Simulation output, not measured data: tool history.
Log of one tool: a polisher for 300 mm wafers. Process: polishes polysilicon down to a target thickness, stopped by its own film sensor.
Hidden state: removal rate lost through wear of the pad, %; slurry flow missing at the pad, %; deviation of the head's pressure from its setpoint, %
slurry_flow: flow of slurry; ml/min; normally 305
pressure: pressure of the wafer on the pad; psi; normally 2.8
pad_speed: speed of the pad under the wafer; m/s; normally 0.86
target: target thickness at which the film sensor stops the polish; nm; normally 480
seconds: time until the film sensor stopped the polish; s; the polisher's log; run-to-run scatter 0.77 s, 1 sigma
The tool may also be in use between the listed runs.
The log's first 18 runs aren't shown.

run	hour	slurry_flow	pressure	pad_speed	target	wafers since the last listed run	wafers polished on this pad	hours since the slurry nozzle was cleaned	hours since the head pressure was calibrated	incoming thickness of the incoming film, nm	seconds
19	213.1	305	2.8	0.86	480	145	1008	280.4	620.6	881.5	49.9
20	219.2	305	2.8	0.86	480	78	1087	286.5	626.7	876.4	49.4
21	231.2	305	2.8	0.86	392	155	1242	298.5	638.7	891.0	61.6
# hour 235.1: head pressure recalibrated
# hour 243.8: worn pad replaced by a new one
22	248.1	305	1.9	0.86	425	141	55	315.4	13.0	877.4	81.2
23	261.3	255	2.8	1.00	480	170	225	328.6	26.2	890.7	47.2
24	278.3	305	2.8	0.62	351	220	446	345.6	43.2	871.1	86.5
25	292.5	305	2.1	0.86	521	183	629	359.8	57.4	884.7	60.2
26	302.3	270	2.8	0.86	569	126	756	369.6	67.2	883.2	41.8
27	341.4	305	2.0	0.86	480	506	1262	408.7	106.3	863.9	63.2
# hour 346.5: slurry nozzle cleaned
# hour 356.3: worn pad replaced by a new one
28	356.8	305	2.8	0.86	480	134	6	10.3	121.7	880.8	46.2
29	370.3	305	2.8	0.86	480	174	181	23.8	135.2	882.4	47.1
30	384.2	305	3.6	0.86	480	179	361	37.7	149.1	881.5	37.8
31	396.3	255	2.5	0.86	480	156	518	49.8	161.2	891.6	54.8

Run 32 has not been measured yet. What should we expect?
32	414.2	305	2.3	1.02	480	231	749	67.7	179.1	880.8	?

{"run 32": {"seconds": 48.6}}
Minus the tool's unlogged condition, the same run would have read seconds 47.7 s.
